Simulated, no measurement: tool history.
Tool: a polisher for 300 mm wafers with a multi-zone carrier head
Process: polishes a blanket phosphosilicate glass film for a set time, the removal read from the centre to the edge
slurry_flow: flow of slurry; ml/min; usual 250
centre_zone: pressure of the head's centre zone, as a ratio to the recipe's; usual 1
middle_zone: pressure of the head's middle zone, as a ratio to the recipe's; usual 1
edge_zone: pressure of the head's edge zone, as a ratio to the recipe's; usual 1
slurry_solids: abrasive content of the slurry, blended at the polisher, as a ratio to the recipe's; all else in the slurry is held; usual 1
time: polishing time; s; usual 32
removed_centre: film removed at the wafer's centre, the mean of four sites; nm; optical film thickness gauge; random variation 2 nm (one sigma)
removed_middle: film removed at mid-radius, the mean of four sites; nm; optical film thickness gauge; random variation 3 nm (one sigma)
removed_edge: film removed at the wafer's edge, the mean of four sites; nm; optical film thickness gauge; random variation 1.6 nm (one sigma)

run	hour	slurry_flow	centre_zone	middle_zone	edge_zone	slurry_solids	time	incoming thickness of the incoming film, nm	removed_centre	removed_middle	removed_edge
1	0	250	1	1	1	0.9	32	2506.4	249.7	249.5	238.5
# hour 14.7: edge zone pressure recalibrated
2	60.8	300	1	1	1	0.8	32	2491.2	236	231.6	225.5
3	112.5	300	1	1	1	0.8	32	2476.9	235.8	235.2	223.7
4	152.2	300	1	1	1	0.8	32	2491.5	232.9	228.5	218
# hour 177: centre zone pressure recalibrated
5	215.2	250	1.09	1	1	1	40	2479.8	343.2	315.1	298.1
# hour 222.8: worn pad replaced by a new one
6	251.2	250	1	1	1	1.1	32	2489.3	278.7	273.4	267.2
7	276.9	250	1.05	0.96	1	1.15	32	2502.6	299.7	273.9	275.2
# hour 316.9: slurry nozzle cleaned
8	339.5	250	1	1	1	1	29	2466.9	238.7	236.8	229.8
9	367.4	210	1.05	1	1	1	36	2479.1	307.2	293.6	282.1
10	418.5	250	1	1	1	1	29	2502.4	238.7	231.1	225.8
11	442.7	335	1	1.1	1	1	22	2499.8	183	194.2	174.9
# hour 482.4: carrier head's membrane replaced by a new one
12	487.1	185	1	1	1	1	42	2481.8	328.9	324	316.1
# hour 515: worn pad replaced by a new one
# hour 515.2: centre zone pressure recalibrated
13	521.1	250	1	1	1	1	21	2475.4	174.7	171.9	167.3
14	571.5	250	1	1	1	1	36	2463.1	299.1	299.1	288.6
15	622.3	250	1	0.95	1	1	32	2531.8	264.9	253.8	252.8
16	694.3	250	1.06	1	1.11	1	25	2475.3	216.9	205.4	207.1
17	738.9	250	1	0.95	1	1	32	2468.4	259.5	249.7	249.8
# hour 759.5: worn pad replaced by a new one
18	780.7	250	1.07	1	1	0.8	32	2460.4	253.5	230.7	223.7
19	805.6	280	1	1	1	1	32	2509.6	267.6	262	255.6
20	869.6	250	1	1	1	1	32	2500.3	264.3	261.9	249.8

Hidden state or all else? Some run-to-run changes of removed_centre, split into what the settings, what came in and random variation would give without the hidden state, and what is left for the hidden state (with any gauge scatter that isn't in both results):
The hidden state here: removal rate lost through wear of the pad, %; slurry flow missing at the pad, %; deviation of the centre zone's pressure from its setpoint, %; deviation of the edge zone's pressure from its setpoint, %.
Run 5 -> 6: centre_zone 1.09 -> 1, slurry_solids 1 -> 1.1, time 40 -> 32, worn pad replaced by a new one. removed_centre -64.5 nm: hidden state +19.9, all else -84.4.
Run 11 -> 12: slurry_flow 335 -> 185, middle_zone 1.1 -> 1, time 22 -> 42, carrier head's membrane replaced by a new one. removed_centre +145.9 nm: hidden state -9.4, all else +155.3.
Run 12 -> 13: slurry_flow 185 -> 250, time 42 -> 21, worn pad replaced by a new one, centre zone pressure recalibrated. removed_centre -154.2 nm: hidden state +14.7, all else -168.9.
